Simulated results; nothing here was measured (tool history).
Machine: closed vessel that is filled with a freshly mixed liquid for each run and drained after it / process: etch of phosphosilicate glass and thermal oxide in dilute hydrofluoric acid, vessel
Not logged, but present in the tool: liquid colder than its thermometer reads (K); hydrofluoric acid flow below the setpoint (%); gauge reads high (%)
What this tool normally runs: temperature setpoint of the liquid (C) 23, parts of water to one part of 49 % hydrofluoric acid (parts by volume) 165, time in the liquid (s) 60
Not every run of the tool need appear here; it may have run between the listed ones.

run   hour  temperature setpoint of the liquid (C)  parts of water to one part of 49 % hydrofluoric acid (parts by volume)  time in the liquid (s)  wafers since the last listed run  hours since the thermometer was replaced  hours since the hydrofluoric acid flow meter was replaced  hours since the gauge calibration  read-back film thickness of the phosphosilicate glass reference wafer, read on the same gauge (nm)  read-back film thickness of the thermal oxide reference wafer, read on the same gauge (nm)  thickness taken off the phosphosilicate glass on a monitor wafer (Å)  thickness taken off the thermal oxide on a monitor wafer (Å)
  1      0                                      23                                                                     165                      60                                 0                                       462                                                      690.4                                286                                                                                                  80                                                                                      69.981                                                                 197.2                                                         15.37
  2   11.5                                      23                                                                     165                      60                               828                                     473.5                                                      701.9                              297.5                                                                                               80.03                                                                                      70.065                                                                 198.4                                                         15.03
  3   21.5                                      23                                                                     165                      60                               720                                     483.5                                                      711.9                              307.5                                                                                                  80                                                                                      70.015                                                                 197.1                                                         15.33
  4   34.2                                      22                                                                     165                      60                               915                                     496.2                                                      724.6                              320.2                                                                                                  80                                                                                      69.967                                                                   191                                                         15.09
  5   48.6                                      22                                                                     165                      60                              1038                                     510.6                                                        739                              334.6                                                                                               80.02                                                                                      69.968                                                                 190.1                                                         14.51
  6   55.8                                      22                                                                     165                      60                               519                                     517.8                                                      746.2                              341.8                                                                                               79.98                                                                                      70.018                                                                 190.5                                                         14.95
      58.6  -- hydrofluoric acid flow meter replaced
  7   72.8                                      23                                                                     165                      60                              1153                                     534.8                                                       14.2                              358.8                                                                                               79.99                                                                                      70.019                                                                 196.4                                                         14.38
  8   83.1                                      23                                                                     165                      60                               742                                     545.1                                                       24.5                              369.1                                                                                               79.99                                                                                      69.976                                                                 197.8                                                         14.79
  9   97.7                                      23                                                                     165                      60                              1052                                     559.7                                                       39.1                              383.7                                                                                               80.01                                                                                      69.982                                                                 198.9                                                         15.52
 10  106.8                                      23                                                                     165                      60                               655                                     568.8                                                       48.2                              392.8                                                                                                  80                                                                                      70.011                                                                 196.1                                                          14.7
 11  118.2                                      23                                                                     165                      60                               821                                     580.2                                                       59.6                              404.2                                                                                                  80                                                                                      69.989                                                                 196.3                                                         14.77
     127.4  -- thermometer replaced
 12  131.3                                      23                                                                     140                      60                               872                                       3.9                                                       72.7                              417.3                                                                                               79.99                                                                                      70.012                                                                 254.8                                                         19.93
 13  144.1                                      25                                                                     140                      30                               922                                      16.7                                                       85.5                              430.1                                                                                               79.99                                                                                      70.009                                                                 137.1                                                         10.47
 14  152.6                                      20                                                                     105                      60                               612                                      25.2                                                         94                              438.6                                                                                               79.99                                                                                      69.999                                                                 314.2                                                         24.34
     157.1  -- gauge calibrated
 15  171.4                                      23                                                                     165                      60                              1355                                        44                                                      112.8                               14.3                                                                                               80.01                                                                                       69.99                                                                 208.8                                                         15.29
 16  187.1                                    21.5                                                                     110                      60                              1131                                      59.7                                                      128.5                                 30                                                                                               80.01                                                                                      69.993                                                                   313                                                          24.9
 17  198.8                                      23                                                                     165                      75                               843                                      71.4                                                      140.2                               41.7                                                                                               79.98                                                                                      70.024                                                                 261.1                                                         19.16
 18  207.4                                      21                                                                     205                      75                               619                                        80                                                      148.8                               50.3                                                                                               79.99                                                                                      70.045                                                                 186.4                                                         14.55
 19  214.8                                      23                                                                     165                      60                               533                                      87.4                                                      156.2                               57.7                                                                                                  80                                                                                      70.042                                                                 207.8                                                         16.57
 20  245.9                                      27                                                                     220                      45                              2241                                     118.5                                                      187.3                               88.8                                                                                               80.01                                                                                       69.99                                                                 127.7                                                          9.74
 21    261                                    19.5                                                                     165                      35                              1088                                     133.6                                                      202.4                              103.9                                                                                               80.02                                                                                      70.006                                                                 106.3                                                          8.01
 22  268.6                                      21                                                                     225                      50                               547                                     141.2                                                        210                              111.5                                                                                               80.01                                                                                      70.031                                                                   111                                                           8.6
 23  284.5                                      19                                                                     240                      60                              1146                                     157.1                                                      225.9                              127.4                                                                                                  80                                                                                      69.994                                                                 113.6                                                          8.78
 24  301.8                                    21.5                                                                     130                      75                              1247                                     174.4                                                      243.2                              144.7                                                                                               80.01                                                                                      70.066                                                                 320.7                                                         24.93
 25  317.3                                      23                                                                     165                      60                              1117                                     189.9                                                      258.7                              160.2                                                                                               79.99                                                                                      70.025                                                                 206.4                                                         15.83
 26  332.5                                      23                                                                     165                      60                              1095                                     205.1                                                      273.9                              175.4                                                                                               79.99                                                                                      70.027                                                                 205.9                                                         15.54
 27  350.2                                      23                                                                     165                      60                              1275                                     222.8                                                      291.6                              193.1                                                                                               79.99                                                                                      69.974                                                                   207                                                          15.9

Measured less the same run without the tool's hidden state. The same run-to-run variation is in both; the gauge's scatter may not be:
run  thickness taken off the phosphosilicate glass on a monitor wafer (Å)  thickness taken off the thermal oxide on a monitor wafer (Å)
  1                                                                   -13                                                         -1.02
  2                                                                 -13.4                                                         -1.02
  3                                                                 -13.6                                                         -1.05
  4                                                                 -13.6                                                         -1.07
  5                                                                 -13.8                                                         -1.06
  6                                                                   -14                                                          -1.1
  7                                                                 -14.7                                                         -1.08
  8                                                                 -15.1                                                         -1.12
  9                                                                 -15.5                                                          -1.2
 10                                                                 -15.5                                                         -1.16
 11                                                                 -15.7                                                         -1.18
 12                                                                  -1.7                                                         -0.13
 13                                                                  -1.1                                                         -0.09
 14                                                                    -3                                                         -0.23
 15                                                                  -2.3                                                         -0.17
 16                                                                  -4.2                                                         -0.34
 17                                                                  -3.7                                                         -0.28
 18                                                                  -2.8                                                         -0.22
 19                                                                  -3.3                                                         -0.26
 20                                                                  -2.3                                                         -0.18
 21                                                                  -2.3                                                         -0.18
 22                                                                  -2.3                                                         -0.19
 23                                                                  -2.6                                                          -0.2
 24                                                                  -8.5                                                         -0.67
 25                                                                  -5.6                                                         -0.43
 26                                                                  -5.9                                                         -0.45
 27                                                                  -6.4                                                         -0.49
